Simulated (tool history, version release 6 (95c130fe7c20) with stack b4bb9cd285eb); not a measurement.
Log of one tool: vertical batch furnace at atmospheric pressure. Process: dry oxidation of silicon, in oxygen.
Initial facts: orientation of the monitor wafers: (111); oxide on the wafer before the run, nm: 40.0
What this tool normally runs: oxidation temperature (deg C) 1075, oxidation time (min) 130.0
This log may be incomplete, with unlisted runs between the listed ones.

run   hour  oxidation temperature (deg C)  oxidation time (min)  wafers since the last listed run  hours since the last temperature calibration  hours since the boat lift was adjusted  hours since the gauge calibration  read-back reference wafer on the same gauge, thickness  oxide thickness on the monitor wafer (Å)
  1    0.0                           1075                 105.5                                 0                                        3466.2                                  1435.7                              636.3                                                  177.92                                    1643.6
  2   56.2                           1075                 105.5                               775                                        3522.4                                  1491.9                              692.5                                                  178.07                                    1642.1
  3  312.4                           1075                 105.5                              3537                                        3778.6                                  1748.1                              948.7                                                  178.01                                    1643.7
  4  380.6                           1075                 130.0                               941                                        3846.8                                  1816.3                             1016.9                                                  178.03                                    1832.0
  5  427.2                           1075                 130.0                               643                                        3893.4                                  1862.9                             1063.5                                                  177.94                                    1835.7
  6  502.3                           1075                 130.0                              1036                                        3968.5                                  1938.0                             1138.6                                                  178.02                                    1831.5
  7  563.0                           1091                 159.5                               838                                        4029.2                                  1998.7                             1199.3                                                  178.16                                    2222.5
  8  630.4                           1067                 147.0                               930                                        4096.6                                  2066.1                             1266.7                                                  178.04                                    1875.1

Expected results for the next run?
     675.4  -- thermocouples replaced and temperature profile calibrated
  9  693.6                           1087                 166.5                               541                                          18.2                                  2129.3                             1329.9                                                       ?                                         ?

{"run 9": {"read-back reference wafer on the same gauge, thickness": 177.98, "oxide thickness on the monitor wafer (Å)": 2214.9}}
Take away the tool's hidden state, keep the run-to-run variation as it was, and the same run would have given oxide thickness on the monitor wafer (Å) 2263.4.
